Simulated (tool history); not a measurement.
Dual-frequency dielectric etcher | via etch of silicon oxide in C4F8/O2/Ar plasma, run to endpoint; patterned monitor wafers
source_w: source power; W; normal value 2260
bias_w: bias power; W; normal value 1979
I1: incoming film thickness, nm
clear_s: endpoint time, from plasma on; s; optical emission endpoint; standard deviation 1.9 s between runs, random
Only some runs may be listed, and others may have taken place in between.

{"run": 1, "hour": 0.0, "source_w": 2260, "bias_w": 1979, "I1": 1558.8, "clear_s": 272.8}
{"run": 2, "hour": 7.9, "source_w": 2260, "bias_w": 1979, "I1": 1577, "clear_s": 276.7}
{"run": 3, "hour": 21.1, "source_w": 2260, "bias_w": 1620, "I1": 1571.7, "clear_s": 285.2}
{"run": 4, "hour": 31.9, "source_w": 2260, "bias_w": 1979, "I1": 1572.7, "clear_s": 275.7}
{"run": 5, "hour": 42.8, "source_w": 1870, "bias_w": 2098, "I1": 1569.1, "clear_s": 302.1}
{"run": 6, "hour": 57.3, "source_w": 2030, "bias_w": 2115, "I1": 1574.2, "clear_s": 286.8}
{"run": 7, "hour": 74.5, "source_w": 2260, "bias_w": 1979, "I1": 1590.2, "clear_s": 279.8}
{"run": 8, "hour": 86.7, "source_w": 2260, "bias_w": 1979, "I1": 1567.9, "clear_s": 278.2}
{"run": 9, "hour": 98.5, "source_w": 2260, "bias_w": 1979, "I1": 1572.8, "clear_s": 280.8}
{"hour": 127.0, "done": "upper electrode replaced"}
{"run": 10, "hour": 127.5, "source_w": 2260, "bias_w": 1979, "I1": 1584.3, "clear_s": 283.7}
{"run": 11, "hour": 134.7, "source_w": 2260, "bias_w": 1979, "I1": 1591.4, "clear_s": 286.8}
{"hour": 144.2, "done": "bias power generator calibrated"}
{"run": 12, "hour": 150.8, "source_w": 2260, "bias_w": 1979, "I1": 1583, "clear_s": 285.5}
{"run": 13, "hour": 167.0, "source_w": 2260, "bias_w": 1705, "I1": 1586.6, "clear_s": 289.8}
{"run": 14, "hour": 182.4, "source_w": 2260, "bias_w": 1705, "I1": 1573.4, "clear_s": 292.8}
{"run": 15, "hour": 199.1, "source_w": 2260, "bias_w": 1705, "I1": 1575.3, "clear_s": 294}
{"run": 16, "hour": 208.1, "source_w": 1730, "bias_w": 1979, "I1": 1599.4, "clear_s": 331.8}
{"run": 17, "hour": 217.4, "source_w": 1840, "bias_w": 2257, "I1": 1567, "clear_s": 302.6}
{"run": 18, "hour": 229.8, "source_w": 2260, "bias_w": 1979, "I1": 1571.4, "clear_s": 284.7}
{"run": 19, "hour": 239.2, "source_w": 1890, "bias_w": 2135, "I1": 1601.8, "clear_s": 314.6}
{"run": 20, "hour": 245.9, "source_w": 2610, "bias_w": 1561, "I1": 1590.9, "clear_s": 282}
{"run": 21, "hour": 253.0, "source_w": 1930, "bias_w": 1621, "I1": 1575.4, "clear_s": 324.6}
{"run": 22, "hour": 271.0, "source_w": 2550, "bias_w": 1586, "I1": 1572.7, "clear_s": 281.5}
{"run": 23, "hour": 282.7, "source_w": 1850, "bias_w": 2422, "I1": 1591.7, "clear_s": 311}
{"run": 24, "hour": 300.1, "source_w": 2260, "bias_w": 1979, "I1": 1583.8, "clear_s": 288.1}
{"hour": 319.6, "done": "source power generator calibrated"}
{"hour": 324.9, "done": "wet clean of the chamber"}
{"run": 25, "hour": 325.4, "source_w": 1730, "bias_w": 1979, "I1": 1593.4, "clear_s": 314.9}
{"run": 26, "hour": 325.8, "source_w": 2260, "bias_w": 1979, "I1": 1584.6, "clear_s": 280}
{"run": 27, "hour": 332.9, "source_w": 2260, "bias_w": 1979, "I1": 1577.7, "clear_s": 278.1}
{"run": 28, "hour": 346.3, "source_w": 2050, "bias_w": 2240, "I1": 1578, "clear_s": 284.1}
{"run": 29, "hour": 360.3, "source_w": 2260, "bias_w": 2243, "I1": 1581.5, "clear_s": 273.3}
{"run": 30, "hour": 369.3, "source_w": 2260, "bias_w": 2429, "I1": 1571.9, "clear_s": 264.6}

For run 31, what comes out?
{"run": 31, "hour": 380.6, "source_w": 2040, "bias_w": 1979, "I1": 1585.4, "clear_s": "?"}

Run 31 produced clear_s 290.8 s.
With no hidden state in the tool, this same run would have given clear_s 286.4 s.

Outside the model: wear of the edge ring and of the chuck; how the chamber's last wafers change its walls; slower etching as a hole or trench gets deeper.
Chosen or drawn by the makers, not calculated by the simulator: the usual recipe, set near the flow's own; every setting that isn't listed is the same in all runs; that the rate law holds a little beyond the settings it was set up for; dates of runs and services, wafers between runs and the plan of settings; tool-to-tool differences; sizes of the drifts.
